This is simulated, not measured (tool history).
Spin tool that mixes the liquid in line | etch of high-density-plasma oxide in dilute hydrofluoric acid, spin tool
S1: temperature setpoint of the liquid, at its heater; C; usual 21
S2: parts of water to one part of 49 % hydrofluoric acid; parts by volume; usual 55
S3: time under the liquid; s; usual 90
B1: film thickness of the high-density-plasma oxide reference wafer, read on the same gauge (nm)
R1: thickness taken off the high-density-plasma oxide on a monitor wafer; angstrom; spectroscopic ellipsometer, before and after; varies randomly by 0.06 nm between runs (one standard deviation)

Run 1, day 0: usual settings; B1 79.98. Result: R1 71.6 angstrom.
Run 2, day 0.279: usual settings; B1 80.01. Result: R1 72.1 angstrom.
At day 0.392: gauge calibrated.
Run 3, day 0.546: usual settings but S3 110 s; B1 80.02. Result: R1 87.7 angstrom.
Run 4, day 1.208: usual settings but S3 110 s; B1 80. Result: R1 86.1 angstrom.
Run 5, day 1.596: usual settings but S2 40 parts by volume; B1 79.95. Result: R1 99.2 angstrom.
Run 6, day 2.058: usual settings; B1 80. Result: R1 71.1 angstrom.
Run 7, day 2.683: usual settings; B1 79.99. Result: R1 70.3 angstrom.
Run 8, day 3.296: usual settings but S1 19.5 C, S3 135 s; B1 79.97. Result: R1 100.5 angstrom.
Run 9, day 3.871: usual settings but S1 25 C, S2 25 parts by volume, S3 60 s; B1 80. Result: R1 127.3 angstrom.
At day 4.2: gauge calibrated.
At day 5.204: hydrofluoric acid flow meter replaced.
At day 5.475: thermometer replaced.
Run 10, day 5.504: usual settings but S2 35 parts by volume, S3 40 s; B1 80.04. Result: R1 56.2 angstrom.
Run 11, day 6.104: usual settings but S2 35 parts by volume, S3 40 s; B1 80.01. Result: R1 56.3 angstrom.

Run 12 has not been measured yet. What should we expect?
Run 12, day 6.375: usual settings but S1 18.5 C, S2 70 parts by volume; B1 ?. Result: R1 ?.

Logged for run 12: B1 79.99, R1 53.9 angstrom.
If the tool had no hidden condition, the same run with the same run-to-run variation would have returned R1 55.3 angstrom.
